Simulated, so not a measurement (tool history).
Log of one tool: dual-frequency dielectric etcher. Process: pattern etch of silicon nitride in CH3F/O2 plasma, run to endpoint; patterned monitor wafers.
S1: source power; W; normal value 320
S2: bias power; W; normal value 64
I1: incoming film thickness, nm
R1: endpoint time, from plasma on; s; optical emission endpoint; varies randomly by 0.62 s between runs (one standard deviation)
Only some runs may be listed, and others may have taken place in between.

{"run": 1, "hour": 0.0, "S1": 320, "S2": 64, "I1": 73.8, "R1": 91.2}
{"run": 2, "hour": 69.9, "S1": 270, "S2": 64, "I1": 73.1, "R1": 98.3}
{"run": 3, "hour": 105.2, "S1": 270, "S2": 64, "I1": 73.7, "R1": 98.9}
{"run": 4, "hour": 131.7, "S1": 270, "S2": 64, "I1": 73.2, "R1": 99.9}
{"run": 5, "hour": 186.8, "S1": 320, "S2": 64, "I1": 72.8, "R1": 94.0}
{"run": 6, "hour": 258.8, "S1": 320, "S2": 64, "I1": 73.7, "R1": 94.7}
{"hour": 318.2, "done": "wet clean of the chamber"}
{"run": 7, "hour": 326.2, "S1": 320, "S2": 64, "I1": 74.0, "R1": 90.4}
{"hour": 378.8, "done": "bias power generator calibrated"}
{"run": 8, "hour": 390.1, "S1": 350, "S2": 64, "I1": 73.2, "R1": 85.7}
{"run": 9, "hour": 446.2, "S1": 350, "S2": 64, "I1": 74.2, "R1": 89.2}
{"run": 10, "hour": 482.5, "S1": 350, "S2": 64, "I1": 73.8, "R1": 87.3}
{"run": 11, "hour": 516.2, "S1": 320, "S2": 64, "I1": 73.7, "R1": 92.8}
{"run": 12, "hour": 581.5, "S1": 340, "S2": 79, "I1": 73.2, "R1": 83.0}
{"run": 13, "hour": 643.0, "S1": 390, "S2": 79, "I1": 73.7, "R1": 81.8}
{"run": 14, "hour": 702.2, "S1": 320, "S2": 64, "I1": 73.5, "R1": 93.1}
{"hour": 734.6, "done": "source power generator calibrated"}
{"run": 15, "hour": 735.1, "S1": 320, "S2": 64, "I1": 74.3, "R1": 95.6}
{"run": 16, "hour": 774.6, "S1": 290, "S2": 52, "I1": 72.9, "R1": 105.9}
{"hour": 802.7, "done": "wet clean of the chamber"}
{"hour": 812.3, "done": "upper electrode replaced"}
{"run": 17, "hour": 946.6, "S1": 380, "S2": 53, "I1": 73.5, "R1": 91.4}
{"run": 18, "hour": 1066.1, "S1": 320, "S2": 64, "I1": 73.2, "R1": 91.6}
{"run": 19, "hour": 1114.6, "S1": 320, "S2": 64, "I1": 73.9, "R1": 92.5}
{"hour": 1176.8, "done": "wet clean of the chamber"}
{"run": 20, "hour": 1177.3, "S1": 270, "S2": 60, "I1": 73.4, "R1": 98.1}
{"run": 21, "hour": 1204.6, "S1": 360, "S2": 71, "I1": 73.8, "R1": 82.8}
{"run": 22, "hour": 1231.4, "S1": 260, "S2": 75, "I1": 73.5, "R1": 93.0}

Here are 3 independent what-if runs from the current tool condition. What would each one return?
{"run": "A", "hour": 1231.9, "S1": 320, "S2": 64, "I1": 73.1, "R1": "?"}
{"run": "B", "hour": 1231.9, "S1": 300, "S2": 54, "I1": 73.1, "R1": "?"}
{"run": "C", "hour": 1231.9, "S1": 290, "S2": 75, "I1": 73.1, "R1": "?"}

run=A R1=90.0
run=B R1=97.8
run=C R1=88.5
Without the tool's unlogged condition, the same runs would have read:
run=A R1=89.4
run=B R1=97.1
run=C R1=87.9

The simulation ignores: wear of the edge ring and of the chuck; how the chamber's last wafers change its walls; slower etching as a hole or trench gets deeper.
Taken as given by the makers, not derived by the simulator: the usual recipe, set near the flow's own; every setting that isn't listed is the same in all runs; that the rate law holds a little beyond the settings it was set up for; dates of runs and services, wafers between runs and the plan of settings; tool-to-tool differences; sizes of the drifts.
